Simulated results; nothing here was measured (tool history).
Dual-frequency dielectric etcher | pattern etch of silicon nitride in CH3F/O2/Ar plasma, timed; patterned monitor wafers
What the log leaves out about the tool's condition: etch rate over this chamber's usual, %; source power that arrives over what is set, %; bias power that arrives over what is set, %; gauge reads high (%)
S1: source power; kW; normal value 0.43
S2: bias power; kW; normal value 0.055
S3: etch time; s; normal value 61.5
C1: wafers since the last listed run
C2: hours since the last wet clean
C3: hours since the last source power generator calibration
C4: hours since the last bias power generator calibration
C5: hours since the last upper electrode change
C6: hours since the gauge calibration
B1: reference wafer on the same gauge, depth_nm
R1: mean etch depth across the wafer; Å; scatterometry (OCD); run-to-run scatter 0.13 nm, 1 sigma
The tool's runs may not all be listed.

| run | hour | S1 | S2 | S3 | C1 | C2 | C3 | C4 | C5 | C6 | B1 | R1 |
|---|---|---|---|---|---|---|---|---|---|---|---|---|
| 1 | 0 | 0.43 | 0.045 | 72 | 0 | 235.8 | 3773.7 | 2223.3 | 2724 | 309.6 | 41.32 | 402.4 |
| 2 | 26 | 0.43 | 0.059 | 61.5 | 218 | 261.8 | 3799.7 | 2249.3 | 2750 | 335.6 | 41.29 | 356.8 |
| 3 | 61.2 | 0.43 | 0.052 | 61.5 | 295 | 297 | 3834.9 | 2284.5 | 2785.2 | 370.8 | 41.29 | 349.3 |
| 4 | 86 | 0.43 | 0.052 | 61.5 | 208 | 321.8 | 3859.7 | 2309.3 | 2810 | 395.6 | 41.3 | 346.9 |
| 5 | 130.2 | 0.43 | 0.052 | 61.5 | 370 | 366 | 3903.9 | 2353.5 | 2854.2 | 439.8 | 41.3 | 346.9 |
| 6 | 144.4 | 0.43 | 0.055 | 61.5 | 119 | 380.2 | 3918.1 | 2367.7 | 2868.4 | 454 | 41.31 | 352.2 |
|  | 172.3 | gauge calibrated |
| 7 | 179.4 | 0.43 | 0.055 | 61.5 | 293 | 415.2 | 3953.1 | 2402.7 | 2903.4 | 7.1 | 41.34 | 349.8 |
| 8 | 250.5 | 0.43 | 0.055 | 61.5 | 596 | 486.3 | 4024.2 | 2473.8 | 2974.5 | 78.2 | 41.29 | 349.9 |
| 9 | 271.7 | 0.43 | 0.055 | 61.5 | 177 | 507.5 | 4045.4 | 2495 | 2995.7 | 99.4 | 41.34 | 348.5 |
|  | 292.2 | bias power generator calibrated |
| 10 | 305.9 | 0.39 | 0.041 | 79 | 253 | 541.7 | 4079.6 | 13.7 | 3029.9 | 133.6 | 41.25 | 410.6 |
|  | 347.9 | upper electrode replaced, of another model than before |
|  | 351.9 | source power generator calibrated |
| 11 | 352.4 | 0.34 | 0.055 | 74.5 | 155 | 588.2 | 0.5 | 60.2 | 4.5 | 180.1 | 41.26 | 368.8 |
| 12 | 358.7 | 0.43 | 0.055 | 52.5 | 52 | 594.5 | 6.8 | 66.5 | 10.8 | 186.4 | 41.35 | 296.2 |
|  | 430.6 | wet clean of the chamber |
| 13 | 431.1 | 0.43 | 0.055 | 61.5 | 406 | 0.5 | 79.2 | 138.9 | 83.2 | 258.8 | 41.3 | 359.8 |
| 14 | 455.9 | 0.43 | 0.055 | 61.5 | 208 | 25.3 | 104 | 163.7 | 108 | 283.6 | 41.29 | 360 |
| 15 | 474.9 | 0.47 | 0.049 | 66.5 | 159 | 44.3 | 123 | 182.7 | 127 | 302.6 | 41.3 | 403.4 |
| 16 | 501.9 | 0.4 | 0.068 | 61.5 | 226 | 71.3 | 150 | 209.7 | 154 | 329.6 | 41.36 | 352.4 |
| 17 | 516.6 | 0.37 | 0.043 | 76 | 123 | 86 | 164.7 | 224.4 | 168.7 | 344.3 | 41.33 | 398.9 |
| 18 | 541.9 | 0.43 | 0.055 | 79.5 | 212 | 111.3 | 190 | 249.7 | 194 | 369.6 | 41.27 | 460.9 |

How would selected steps in R1 from run to run divide? Give the signed amount a tool lacking its hidden state would still show from settings, what came in and random variation, and the signed amount left for the hidden state, including any gauge scatter that is not in both of the compared results.
Run 11 -> 12: S1 0.34 -> 0.43, S3 74.5 -> 52.5. R1 -72.6 Å: hidden state +2.8, all else -75.4.
Run 12 -> 13: S3 52.5 -> 61.5, wet clean of the chamber. R1 +63.6 Å: hidden state +12, all else +51.6.

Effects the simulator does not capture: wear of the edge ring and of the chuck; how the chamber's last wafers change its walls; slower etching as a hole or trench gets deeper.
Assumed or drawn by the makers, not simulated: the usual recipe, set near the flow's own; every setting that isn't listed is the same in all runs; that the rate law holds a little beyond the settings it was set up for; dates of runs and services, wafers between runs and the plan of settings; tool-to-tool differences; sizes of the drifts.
